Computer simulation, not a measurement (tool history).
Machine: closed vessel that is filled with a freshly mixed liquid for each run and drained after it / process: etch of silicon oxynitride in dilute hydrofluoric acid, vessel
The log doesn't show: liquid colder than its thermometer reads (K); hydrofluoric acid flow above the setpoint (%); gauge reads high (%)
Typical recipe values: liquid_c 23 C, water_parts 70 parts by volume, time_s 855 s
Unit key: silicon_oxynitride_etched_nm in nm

run	hour	liquid_c	water_parts	time_s	wafers since the last listed run	hours since the thermometer was replaced	hours since the hydrofluoric acid flow meter was replaced	hours since the gauge calibration	read-back film thickness of the silicon oxynitride reference wafer, read on the same gauge (nm)	silicon_oxynitride_etched_nm
1	0	23	70	855	0	856.3	1962.8	29	130.01	16.26
2	21.9	23	70	855	1408	878.2	1984.7	50.9	129.99	16.3
3	57.8	23	70	855	2308	914.1	2020.6	86.8	130.01	16.14
4	87.8	23	70	855	1929	944.1	2050.6	116.8	129.99	15.92
5	117.8	23	70	855	1929	974.1	2080.6	146.8	130.02	16.06
6	149.2	23	70	855	2019	1005.5	2112	178.2	130.01	15.9
7	165.1	26.5	70	855	1022	1021.4	2127.9	194.1	130	18.72
8	194.4	26.5	70	855	1883	1050.7	2157.2	223.4	130.02	18.74
# hour 213.5: thermometer replaced
# hour 215.5: gauge calibrated
# hour 222.6: hydrofluoric acid flow meter replaced
9	225.7	26.5	70	855	1883	12.2	3.1	10.2	129.99	20.91
10	255.4	20.5	55	1215	1909	41.9	32.8	39.9	130	28.34
11	289	23	60	995	2160	75.5	66.4	73.5	129.99	24

Estimate the outcome of run 12 from the log above:
12	306	23	70	540	1093	92.5	83.4	90.5	?	?

read-back film thickness of the silicon oxynitride reference wafer, read on the same gauge (nm): 130.03
silicon_oxynitride_etched_nm: 11.04 nm
The same run, on a tool lacking any hidden state, would have yielded silicon_oxynitride_etched_nm 11.22 nm.
